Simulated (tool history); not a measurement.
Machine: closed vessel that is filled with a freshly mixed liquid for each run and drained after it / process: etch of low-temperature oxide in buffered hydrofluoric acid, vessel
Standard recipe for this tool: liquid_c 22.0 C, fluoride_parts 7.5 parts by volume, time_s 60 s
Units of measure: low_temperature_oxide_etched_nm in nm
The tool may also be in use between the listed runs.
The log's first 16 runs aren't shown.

run    hour  liquid_c  fluoride_parts  time_s  wafers since the last listed run  hours since the thermometer was replaced  hours since the hydrofluoric acid flow meter was replaced  hours since the gauge calibration  read-back film thickness of the low-temperature oxide reference wafer, read on the same gauge (nm)  low_temperature_oxide_etched_nm
      688.1  -- hydrofluoric acid flow meter replaced
 17   718.7      22.0             7.5      40                              3857                                     499.2                                                       30.6                              274.5                                                                                              138.02                           208.39
 18   784.4      22.0             7.5      90                              5962                                     564.9                                                       96.3                              340.2                                                                                              137.57                           468.40
 19   962.8      25.0             7.5      70                             16191                                     743.3                                                      274.7                              518.6                                                                                              136.60                           428.05
 20  1062.6      25.0             9.5      75                              9057                                     843.1                                                      374.5                              618.4                                                                                              136.08                           366.04
 21  1115.3      26.0            10.0      40                              4782                                     895.8                                                      427.2                              671.1                                                                                              135.85                           202.66
 22  1176.6      22.0             6.5      30                              5563                                     957.1                                                      488.5                              732.4                                                                                              135.60                           176.73
 23  1201.1      22.0             7.5      30                              2223                                     981.6                                                      513.0                              756.9                                                                                              135.52                           155.87
     1219.8  -- thermometer replaced
 24  1231.1      23.5             5.5      60                              2632                                      11.3                                                      543.0                              786.9                                                                                              135.37                           445.71
 25  1269.2      22.0             7.5      60                              3457                                      49.4                                                      581.1                              825.0                                                                                              135.27                           308.65
 26  1318.4      22.0             7.5      60                              4465                                      98.6                                                      630.3                              874.2                                                                                              135.09                           310.61
 27  1350.4      22.0             9.0      40                              2904                                     130.6                                                      662.3                              906.2                                                                                              134.97                           170.36
 28  1401.4      19.5             7.5      60                              4628                                     181.6                                                      713.3                              957.2                                                                                              134.83                           271.42
 29  1449.3      19.5             6.0      80                              4347                                     229.5                                                      761.2                             1005.1                                                                                              134.70                           433.38
 30  1479.0      20.5             9.5      60                              2695                                     259.2                                                      790.9                             1034.8                                                                                              134.64                           226.26
 31  1548.1      22.0             7.5      60                              6271                                     328.3                                                      860.0                             1103.9                                                                                              134.41                           301.55
 32  1596.5      18.5             5.5      30                              4392                                     376.7                                                      908.4                             1152.3                                                                                              134.33                           166.42

4 ways to go on from here, each from the tool as it stands after run 32. What would each give?
  A  1597.2      22.0             6.5      60                                63                                     377.4                                                      909.1                             1153.0                                                                                                   ?                                ?
  B  1597.2      24.5             6.5      60                                63                                     377.4                                                      909.1                             1153.0                                                                                                   ?                                ?
  C  1597.2      17.5             5.5      40                                63                                     377.4                                                      909.1                             1153.0                                                                                                   ?                                ?
  D  1597.2      22.0             6.0      45                                63                                     377.4                                                      909.1                             1153.0                                                                                                   ?                                ?

run  read-back film thickness of the low-temperature oxide reference wafer, read on the same gauge (nm)  low_temperature_oxide_etched_nm
  A                                                                                              134.29                           356.21
  B                                                                                              134.29                           408.41
  C                                                                                              134.29                           213.00
  D                                                                                              134.29                           286.33
What these runs would have given with no unlogged condition in the tool:
run  low_temperature_oxide_etched_nm
  A                           371.34
  B                           425.75
  C                           222.05
  D                           298.48

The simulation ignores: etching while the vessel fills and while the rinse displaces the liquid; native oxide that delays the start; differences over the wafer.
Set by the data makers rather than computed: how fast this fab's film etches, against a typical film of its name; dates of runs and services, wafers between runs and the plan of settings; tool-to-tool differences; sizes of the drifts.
